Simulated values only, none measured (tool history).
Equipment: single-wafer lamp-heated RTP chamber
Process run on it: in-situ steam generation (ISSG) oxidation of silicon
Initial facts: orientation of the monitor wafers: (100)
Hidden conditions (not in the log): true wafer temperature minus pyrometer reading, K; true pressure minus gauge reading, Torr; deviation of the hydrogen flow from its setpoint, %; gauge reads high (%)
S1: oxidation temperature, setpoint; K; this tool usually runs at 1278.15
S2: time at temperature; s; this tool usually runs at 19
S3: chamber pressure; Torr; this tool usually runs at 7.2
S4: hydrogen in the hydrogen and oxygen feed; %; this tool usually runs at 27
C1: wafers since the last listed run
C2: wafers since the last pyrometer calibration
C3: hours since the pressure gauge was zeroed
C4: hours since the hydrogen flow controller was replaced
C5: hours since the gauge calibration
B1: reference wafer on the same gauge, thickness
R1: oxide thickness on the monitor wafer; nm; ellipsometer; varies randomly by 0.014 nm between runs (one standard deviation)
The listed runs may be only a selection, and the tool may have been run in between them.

run	hour	S1	S2	S3	S4	C1	C2	C3	C4	C5	B1	R1
1	0	1278.15	19	7.2	27	0	4636	18.8	47.3	302.6	5.194	5.43
2	11.9	1278.15	19	7.2	27	202	4838	30.7	59.2	314.5	5.185	5.461
3	22.3	1271.15	19	7.2	27	176	5015	41.1	69.6	324.9	5.192	5.264
4	34.5	1278.15	19	6.9	27	207	5222	53.3	81.8	337.1	5.194	5.426
5	52.4	1278.15	19	6.9	27	303	5526	71.2	99.7	355	5.183	5.423
6	70.3	1278.15	19	6.9	27	303	5830	89.1	117.6	372.9	5.186	5.47
7	77.8	1278.15	19	7.2	27	127	5957	96.6	125.1	380.4	5.186	5.431
8	86.6	1268.15	25	6.9	30	149	6107	105.4	133.9	389.2	5.191	6.098
# hour 100.9: pyrometer window cleaned and pyrometer calibrated
9	101.2	1278.15	15	7.2	22	112	5	120	148.5	403.8	5.194	4.521
# hour 106.3: gauge calibrated
10	109.2	1294.15	13	7.2	27	135	141	128	156.5	2.9	5.187	4.807
11	116.3	1278.15	24	7.2	27	120	261	135.1	163.6	10	5.188	5.964
12	127	1297.15	22	7.2	27	181	443	145.8	174.3	20.7	5.194	6.228
13	136.1	1278.15	19	7.2	27	154	598	154.9	183.4	29.8	5.187	5.348
14	145.6	1278.15	19	7.2	27	161	759	164.4	192.9	39.3	5.187	5.33
15	155.5	1278.15	19	8.6	27	168	927	174.3	202.8	49.2	5.189	5.321
16	166.1	1265.15	23	7.2	32	180	1107	184.9	213.4	59.8	5.191	5.812
17	182	1278.15	19	7.2	27	270	1377	200.8	229.3	75.7	5.194	5.357
18	198.7	1295.15	23	6.9	32	283	1661	217.5	246	92.4	5.191	6.676
19	214.1	1278.15	19	7.2	18	261	1922	232.9	261.4	107.8	5.192	4.862
20	221.6	1278.15	22	7.8	32	127	2050	240.4	268.9	115.3	5.192	6.021
21	227.8	1290.15	19	7.2	21	105	2155	246.6	275.1	121.5	5.184	5.343
22	241.8	1278.15	19	7.8	27	237	2393	260.6	289.1	135.5	5.187	5.4
23	250.8	1278.15	19	7.2	27	152	2546	269.6	298.1	144.5	5.19	5.424
24	257	1278.15	19	7.2	27	105	2651	275.8	304.3	150.7	5.188	5.44
25	271.1	1278.15	19	7.7	27	239	2890	289.9	318.4	164.8	5.191	5.439
26	313.6	1297.15	22	7.2	27	721	3612	332.4	360.9	207.3	5.186	6.345
27	323.1	1278.15	19	7.2	27	161	3774	341.9	370.4	216.8	5.188	5.416
28	329.1	1278.15	19	7.2	27	101	3875	347.9	376.4	222.8	5.183	5.42
29	346.1	1285.15	19	8.6	30	288	4164	364.9	393.4	239.8	5.192	5.719
30	353.4	1284.15	15	7.2	32	123	4288	372.2	400.7	247.1	5.187	5.253
31	366.8	1278.15	19	7.2	27	227	4516	385.6	414.1	260.5	5.196	5.445
32	384.3	1278.15	19	7.2	27	297	4813	403.1	431.6	278	5.185	5.43

Hidden condition of the tool, last listed run before each entry between runs versus first listed run after:
Run 8 -> run 9: pyrometer window cleaned and pyrometer calibrated (hour 100.9)
  true wafer temperature minus pyrometer reading, K: 6.36 -> 0.0901
  difference, measured minus the result without the unlogged condition, R1: +0.164 -> +0.001 nm
Run 9 -> run 10: gauge calibrated (hour 106.3)
  true wafer temperature minus pyrometer reading, K: 0.0901 -> 0.441
  difference, measured minus the result without the unlogged condition, R1: +0.001 -> +0.009 nm
